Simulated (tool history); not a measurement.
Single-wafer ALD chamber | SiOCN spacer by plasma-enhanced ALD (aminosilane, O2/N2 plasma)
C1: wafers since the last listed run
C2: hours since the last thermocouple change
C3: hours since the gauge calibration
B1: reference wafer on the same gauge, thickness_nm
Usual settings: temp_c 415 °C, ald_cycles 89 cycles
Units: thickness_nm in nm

run 1 hour=0.0 | temp_c=418 ald_cycles=89 | C1=0 C2=2474.3 C3=288.4 | B1=5.602 | thickness_nm=5.061
run 2 hour=62.6 | temp_c=418 ald_cycles=89 | C1=117 C2=2536.9 C3=351.0 | B1=5.603 | thickness_nm=5.042
run 3 hour=103.6 | temp_c=408 ald_cycles=96 | C1=76 C2=2577.9 C3=392.0 | B1=5.598 | thickness_nm=5.621
run 4 hour=159.6 | temp_c=408 ald_cycles=96 | C1=104 C2=2633.9 C3=448.0 | B1=5.599 | thickness_nm=5.606
run 5 hour=201.1 | temp_c=408 ald_cycles=96 | C1=77 C2=2675.4 C3=489.5 | B1=5.600 | thickness_nm=5.593
run 6 hour=257.2 | temp_c=415 ald_cycles=89 | C1=104 C2=2731.5 C3=545.6 | B1=5.599 | thickness_nm=5.088
run 7 hour=287.4 | temp_c=415 ald_cycles=89 | C1=56 C2=2761.7 C3=575.8 | B1=5.599 | thickness_nm=5.074
run 8 hour=316.2 | temp_c=415 ald_cycles=89 | C1=53 C2=2790.5 C3=604.6 | B1=5.599 | thickness_nm=5.100
-- hour=360.6 thermocouple changed; heater temperature recalibrated
run 9 hour=364.5 | temp_c=415 ald_cycles=89 | C1=75 C2=3.9 C3=652.9 | B1=5.599 | thickness_nm=5.057
run 10 hour=389.0 | temp_c=415 ald_cycles=89 | C1=45 C2=28.4 C3=677.4 | B1=5.599 | thickness_nm=5.098
run 11 hour=454.2 | temp_c=415 ald_cycles=89 | C1=121 C2=93.6 C3=742.6 | B1=5.600 | thickness_nm=5.093
-- hour=520.0 gauge calibrated
run 12 hour=521.8 | temp_c=415 ald_cycles=94 | C1=126 C2=161.2 C3=1.8 | B1=5.599 | thickness_nm=5.372
run 13 hour=563.0 | temp_c=415 ald_cycles=89 | C1=77 C2=202.4 C3=43.0 | B1=5.599 | thickness_nm=5.061
run 14 hour=624.4 | temp_c=422 ald_cycles=89 | C1=114 C2=263.8 C3=104.4 | B1=5.600 | thickness_nm=4.956
run 15 hour=674.3 | temp_c=420 ald_cycles=93 | C1=93 C2=313.7 C3=154.3 | B1=5.600 | thickness_nm=5.198
run 16 hour=707.7 | temp_c=415 ald_cycles=89 | C1=62 C2=347.1 C3=187.7 | B1=5.602 | thickness_nm=5.071
run 17 hour=772.9 | temp_c=415 ald_cycles=89 | C1=121 C2=412.3 C3=252.9 | B1=5.600 | thickness_nm=5.077
run 18 hour=827.4 | temp_c=407 ald_cycles=96 | C1=101 C2=466.8 C3=307.4 | B1=5.602 | thickness_nm=5.661
run 19 hour=869.7 | temp_c=401 ald_cycles=98 | C1=79 C2=509.1 C3=349.7 | B1=5.599 | thickness_nm=5.882
run 20 hour=900.7 | temp_c=405 ald_cycles=100 | C1=58 C2=540.1 C3=380.7 | B1=5.603 | thickness_nm=5.874
run 21 hour=947.9 | temp_c=415 ald_cycles=89 | C1=88 C2=587.3 C3=427.9 | B1=5.600 | thickness_nm=5.102
run 22 hour=999.0 | temp_c=419 ald_cycles=107 | C1=95 C2=638.4 C3=479.0 | B1=5.599 | thickness_nm=6.008
run 23 hour=1045.8 | temp_c=404 ald_cycles=97 | C1=87 C2=685.2 C3=525.8 | B1=5.599 | thickness_nm=5.731
run 24 hour=1070.6 | temp_c=424 ald_cycles=105 | C1=46 C2=710.0 C3=550.6 | B1=5.599 | thickness_nm=5.780
run 25 hour=1127.9 | temp_c=430 ald_cycles=75 | C1=107 C2=767.3 C3=607.9 | B1=5.601 | thickness_nm=4.037

Forecast each of these 4 alternatives for the next run:
run A hour=1128.5 | temp_c=415 ald_cycles=75 | C1=1 C2=767.9 C3=608.5 | B1=? | thickness_nm=?
run B hour=1128.5 | temp_c=407 ald_cycles=89 | C1=1 C2=767.9 C3=608.5 | B1=? | thickness_nm=?
run C hour=1128.5 | temp_c=421 ald_cycles=76 | C1=1 C2=767.9 C3=608.5 | B1=? | thickness_nm=?
run D hour=1128.5 | temp_c=409 ald_cycles=101 | C1=1 C2=767.9 C3=608.5 | B1=? | thickness_nm=?

run=A B1=5.601 thickness_nm=4.292
run=B B1=5.601 thickness_nm=5.239
run=C B1=5.601 thickness_nm=4.256
run=D B1=5.601 thickness_nm=5.904
Without the tool's hidden state the same runs would have given:
run=A thickness_nm=4.292
run=B thickness_nm=5.239
run=C thickness_nm=4.256
run=D thickness_nm=5.904

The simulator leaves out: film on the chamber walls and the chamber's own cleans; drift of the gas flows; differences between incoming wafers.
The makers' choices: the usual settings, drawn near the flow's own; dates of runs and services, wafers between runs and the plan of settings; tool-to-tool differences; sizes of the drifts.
